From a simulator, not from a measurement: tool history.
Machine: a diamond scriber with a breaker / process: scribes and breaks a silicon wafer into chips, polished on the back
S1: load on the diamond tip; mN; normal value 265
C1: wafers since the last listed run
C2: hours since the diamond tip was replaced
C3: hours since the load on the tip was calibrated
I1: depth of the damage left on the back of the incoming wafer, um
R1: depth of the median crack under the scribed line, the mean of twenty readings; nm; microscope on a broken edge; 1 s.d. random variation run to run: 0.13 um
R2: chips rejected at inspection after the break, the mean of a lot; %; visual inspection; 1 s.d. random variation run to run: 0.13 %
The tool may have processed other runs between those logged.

run	hour	S1	C1	C2	C3	I1	R1	R2
1	0	328	0	583.8	765.4	0.04	13830	2.95
2	29.6	328	95	613.4	795	0.01	13650	2.95
3	51.7	265	71	635.5	817.1	0.04	11490	2.17
4	81	265	94	664.8	846.4	0.04	11500	2.1
5	134.7	265	172	718.5	900.1	0.03	11680	1.95
6	155.9	302	68	739.7	921.3	0.02	13040	1.85
7	173.3	302	56	757.1	938.7	0.01	12780	1.51
8	203.6	237	97	787.4	969	0.02	10610	3.9
9	220.8	237	55	804.6	986.2	0.05	10510	3.32
10	254	237	106	837.8	1019.4	0.05	10360	4.36
11	270.9	286	54	854.7	1036.3	0.03	12450	1.69
12	306.4	286	114	890.2	1071.8	0.02	12530	1.57
13	338.6	286	103	922.4	1104	0.03	12420	1.62
14	374.5	304	115	958.3	1139.9	0.03	12820	1.81
15	391	304	53	974.8	1156.4	0.01	12740	1.68
16	494.8	304	334	1078.6	1260.2	0.03	12760	2.03
17	526.4	265	101	1110.2	1291.8	0.04	11420	1.83
18	540.2	265	44	1124	1305.6	0.03	11590	2.11
19	576.1	265	115	1159.9	1341.5	0.02	11460	1.91
20	603	315	86	1186.8	1368.4	0.04	13330	2.19
# hour 610.4: diamond tip replaced by a new one
21	615.2	265	32	4.8	1380.6	0.05	11730	2.03
22	632.5	265	55	22.1	1397.9	0.03	11440	2.08
23	656.6	319	77	46.2	1422	0.03	13400	2.35
24	673.7	243	55	63.3	1439.1	0.01	10490	3.01
25	693.7	265	64	83.3	1459.1	0.02	11300	1.98

Run 26 has not been measured yet. What should we expect?
26	784.5	189	292	174.1	1549.9	0.02	?	?

R1: 8580 nm
R2: 13.56 %
With the hidden condition absent and the run-to-run variation left alone, this run would have shown R1 9160 nm, R2 9.77 %.
